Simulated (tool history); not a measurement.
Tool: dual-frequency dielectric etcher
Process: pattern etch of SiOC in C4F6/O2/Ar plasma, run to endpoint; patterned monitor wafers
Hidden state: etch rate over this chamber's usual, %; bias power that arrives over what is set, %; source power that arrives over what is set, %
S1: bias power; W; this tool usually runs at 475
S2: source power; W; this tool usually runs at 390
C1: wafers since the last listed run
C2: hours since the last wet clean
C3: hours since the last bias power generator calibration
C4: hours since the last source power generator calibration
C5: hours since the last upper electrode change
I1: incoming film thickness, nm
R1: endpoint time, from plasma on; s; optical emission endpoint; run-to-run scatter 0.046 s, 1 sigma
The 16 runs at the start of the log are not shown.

| run | hour | S1 | S2 | C1 | C2 | C3 | C4 | C5 | I1 | R1 |
|---|---|---|---|---|---|---|---|---|---|---|
| 17 | 933.9 | 593 | 300 | 1929 | 443.2 | 545.8 | 4397.3 | 518 | 39.64 | 15.8 |
| 18 | 978.3 | 475 | 390 | 432 | 487.6 | 590.2 | 4441.7 | 562.4 | 39.48 | 15.2 |
|  | 1012.8 | source power generator calibrated |
| 19 | 1015.3 | 516 | 300 | 321 | 524.6 | 627.2 | 2.5 | 599.4 | 39.74 | 16.6 |
|  | 1062.7 | wet clean of the chamber |
| 20 | 1063.2 | 379 | 480 | 232 | 0.5 | 675.1 | 50.4 | 647.3 | 39.56 | 14.5 |
| 21 | 1242.8 | 433 | 320 | 1750 | 180.1 | 854.7 | 230 | 826.9 | 39.66 | 16.8 |
| 22 | 1296.8 | 589 | 390 | 526 | 234.1 | 908.7 | 284 | 880.9 | 39.51 | 13.9 |
| 23 | 1363.7 | 433 | 300 | 652 | 301 | 975.6 | 350.9 | 947.8 | 39.61 | 17.3 |
| 24 | 1404.1 | 430 | 300 | 393 | 341.4 | 1016 | 391.3 | 988.2 | 39.61 | 17.4 |
| 25 | 1451.7 | 417 | 430 | 463 | 389 | 1063.6 | 438.9 | 1035.8 | 39.42 | 14.9 |
| 26 | 1476.3 | 475 | 420 | 239 | 413.6 | 1088.2 | 463.5 | 1060.4 | 39.62 | 14.6 |
| 27 | 1541.8 | 366 | 430 | 638 | 479.1 | 1153.7 | 529 | 1125.9 | 39.71 | 15.8 |
| 28 | 1569.9 | 385 | 310 | 273 | 507.2 | 1181.8 | 557.1 | 1154 | 39.4 | 17.9 |
| 29 | 1607.7 | 475 | 390 | 368 | 545 | 1219.6 | 594.9 | 1191.8 | 39.24 | 15.1 |
|  | 1670.9 | wet clean of the chamber |
| 30 | 1677.6 | 408 | 310 | 447 | 6.7 | 1289.5 | 664.8 | 1261.7 | 39.05 | 17 |
| 31 | 1718.9 | 475 | 390 | 402 | 48 | 1330.8 | 706.1 | 1303 | 39.48 | 14.8 |
| 32 | 1744 | 475 | 390 | 244 | 73.1 | 1355.9 | 731.2 | 1328.1 | 39.71 | 14.9 |
| 33 | 1804.1 | 475 | 390 | 585 | 133.2 | 1416 | 791.3 | 1388.2 | 39.68 | 15 |
| 34 | 1839.4 | 573 | 350 | 344 | 168.5 | 1451.3 | 826.6 | 1423.5 | 39.17 | 14.5 |
| 35 | 1903.4 | 431 | 300 | 623 | 232.5 | 1515.3 | 890.6 | 1487.5 | 39.2 | 17.2 |

4 ways to go on from here, each from the tool as it stands after run 35. What would each give?
| A | 1903.8 | 370 | 390 | 3 | 232.9 | 1515.7 | 891 | 1487.9 | 39.32 | ? |
| B | 1903.8 | 389 | 340 | 3 | 232.9 | 1515.7 | 891 | 1487.9 | 39.32 | ? |
| C | 1903.8 | 591 | 330 | 3 | 232.9 | 1515.7 | 891 | 1487.9 | 39.32 | ? |
| D | 1903.8 | 370 | 440 | 3 | 232.9 | 1515.7 | 891 | 1487.9 | 39.32 | ? |

| run | R1 |
|---|---|
| A | 16.1 |
| B | 16.8 |
| C | 14.9 |
| D | 15.3 |
Take away the tool's hidden state, keep each run's random variation, and the runs would have read:
| run | R1 |
|---|---|
| A | 15.8 |
| B | 16.6 |
| C | 14.7 |
| D | 15 |

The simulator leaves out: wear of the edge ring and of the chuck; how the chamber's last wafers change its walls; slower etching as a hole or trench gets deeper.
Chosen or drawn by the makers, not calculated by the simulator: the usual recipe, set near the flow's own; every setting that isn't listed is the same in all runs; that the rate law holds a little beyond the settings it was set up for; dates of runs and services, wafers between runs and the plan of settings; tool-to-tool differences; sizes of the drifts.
